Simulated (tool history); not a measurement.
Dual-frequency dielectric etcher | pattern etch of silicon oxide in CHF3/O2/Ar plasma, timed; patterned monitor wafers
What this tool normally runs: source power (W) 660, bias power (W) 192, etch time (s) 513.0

run    hour  source power (W)  bias power (W)  etch time (s)  wafers since the last listed run  hours since the last wet clean  hours since the last source power generator calibration  hours since the last bias power generator calibration  hours since the last upper electrode change  hours since the gauge calibration  read-back reference wafer on the same gauge, depth_nm  mean etch depth across the wafer (Å)
  1     0.0               600             192          513.0                                 0                           378.0                                                   2101.0                                                 3927.6                                       1523.9                              486.4                                                 1050.4                                 10146
  2    40.3               600             192          513.0                               189                           418.3                                                   2141.3                                                 3967.9                                       1564.2                              526.7                                                 1050.3                                 10153
      148.2  -- wet clean of the chamber
  3   148.7               730             192          513.0                               396                             0.5                                                   2249.7                                                 4076.3                                       1672.6                              635.1                                                 1049.5                                 10956
  4   183.2               730             192          513.0                               162                            35.0                                                   2284.2                                                 4110.8                                       1707.1                              669.6                                                 1050.1                                 10963
  5   284.7               660             192          513.0                               477                           136.5                                                   2385.7                                                 4212.3                                       1808.6                              771.1                                                 1049.7                                 10537
  6   375.1               660             192          513.0                               425                           226.9                                                   2476.1                                                 4302.7                                       1899.0                              861.5                                                 1050.1                                 10569
  7   442.9               660             192          513.0                               318                           294.7                                                   2543.9                                                 4370.5                                       1966.8                              929.3                                                 1050.5                                 10503
  8   494.7               660             192          513.0                               243                           346.5                                                   2595.7                                                 4422.3                                       2018.6                              981.1                                                 1049.7                                 10555
  9   563.5               660             174          513.0                               323                           415.3                                                   2664.5                                                 4491.1                                       2087.4                             1049.9                                                 1050.1                                 10062
      656.4  -- upper electrode replaced
      667.1  -- wet clean of the chamber
 10   667.6               660             174          513.0                               326                             0.5                                                   2768.6                                                 4595.2                                         11.2                             1154.0                                                 1050.8                                 10078
      738.1  -- gauge calibrated
 11   846.2               660             174          513.0                               840                           179.1                                                   2947.2                                                 4773.8                                        189.8                              108.1                                                 1050.0                                 10074
 12   897.9               660             227          513.0                               243                           230.8                                                   2998.9                                                 4825.5                                        241.5                              159.8                                                 1050.4                                 11472
 13   966.4               660             227          513.0                               322                           299.3                                                   3067.4                                                 4894.0                                        310.0                              228.3                                                 1049.4                                 11445
 14  1047.0               780             236          665.0                               379                           379.9                                                   3148.0                                                 4974.6                                        390.6                              308.9                                                 1049.6                                 16024
 15  1102.2               560             192          513.0                               259                           435.1                                                   3203.2                                                 5029.8                                        445.8                              364.1                                                 1050.1                                  9884
     1135.2  -- bias power generator calibrated
     1155.7  -- source power generator calibrated
 16  1191.6               750             192          513.0                               382                           524.5                                                     35.9                                                   56.4                                        535.2                              453.5                                                 1050.1                                 11120
 17  1283.0               660             192          513.0                               429                           615.9                                                    127.3                                                  147.8                                        626.6                              544.9                                                 1050.4                                 10577
     1311.5  -- wet clean of the chamber
 18  1374.9               660             192          513.0                               319                            63.4                                                    219.2                                                  239.7                                        718.5                              636.8                                                 1049.8                                 10575
 19  1437.8               660             221          637.5                               295                           126.3                                                    282.1                                                  302.6                                        781.4                              699.7                                                 1050.2                                 14077
 20  1551.5               740             149          591.5                               534                           240.0                                                    395.8                                                  416.3                                        895.1                              813.4                                                 1050.2                                 11196
 21  1657.6               550             179          554.0                               499                           346.1                                                    501.9                                                  522.4                                       1001.2                              919.5                                                 1049.7                                 10218
 22  1713.6               660             230          513.0                               263                           402.1                                                    557.9                                                  578.4                                       1057.2                              975.5                                                 1050.7                                 11585
 23  1886.5               570             192          467.0                               813                           575.0                                                    730.8                                                  751.3                                       1230.1                             1148.4                                                 1050.6                                  9057
     1927.1  -- wet clean of the chamber
 24  1967.5               760             192          513.0                               268                            40.4                                                    811.8                                                  832.3                                       1311.1                             1229.4                                                 1050.5                                 11058
 25  2033.7               570             161          456.0                               311                           106.6                                                    878.0                                                  898.5                                       1377.3                             1295.6                                                 1049.8                                  8114
 26  2130.5               580             224          368.0                               455                           203.4                                                    974.8                                                  995.3                                       1474.1                             1392.4                                                 1049.9                                  7754
     2207.5  -- gauge calibrated
 27  2214.6               510             237          419.5                               395                           287.5                                                   1058.9                                                 1079.4                                       1558.2                                7.1                                                 1050.4                                  8662
 28  2266.6               660             192          513.0                               244                           339.5                                                   1110.9                                                 1131.4                                       1610.2                               59.1                                                 1049.7                                 10559
 29  2320.8               590             236          553.0                               254                           393.7                                                   1165.1                                                 1185.6                                       1664.4                              113.3                                                 1049.7                                 12057

Run-by-run hidden state of the tool:
etch rate over this chamber's usual, %: 0 across all the runs
source power that arrives over what is set, %: 0 across all the runs
bias power that arrives over what is set, %: 0 across all the runs
gauge reads high (%): 0 across all the runs

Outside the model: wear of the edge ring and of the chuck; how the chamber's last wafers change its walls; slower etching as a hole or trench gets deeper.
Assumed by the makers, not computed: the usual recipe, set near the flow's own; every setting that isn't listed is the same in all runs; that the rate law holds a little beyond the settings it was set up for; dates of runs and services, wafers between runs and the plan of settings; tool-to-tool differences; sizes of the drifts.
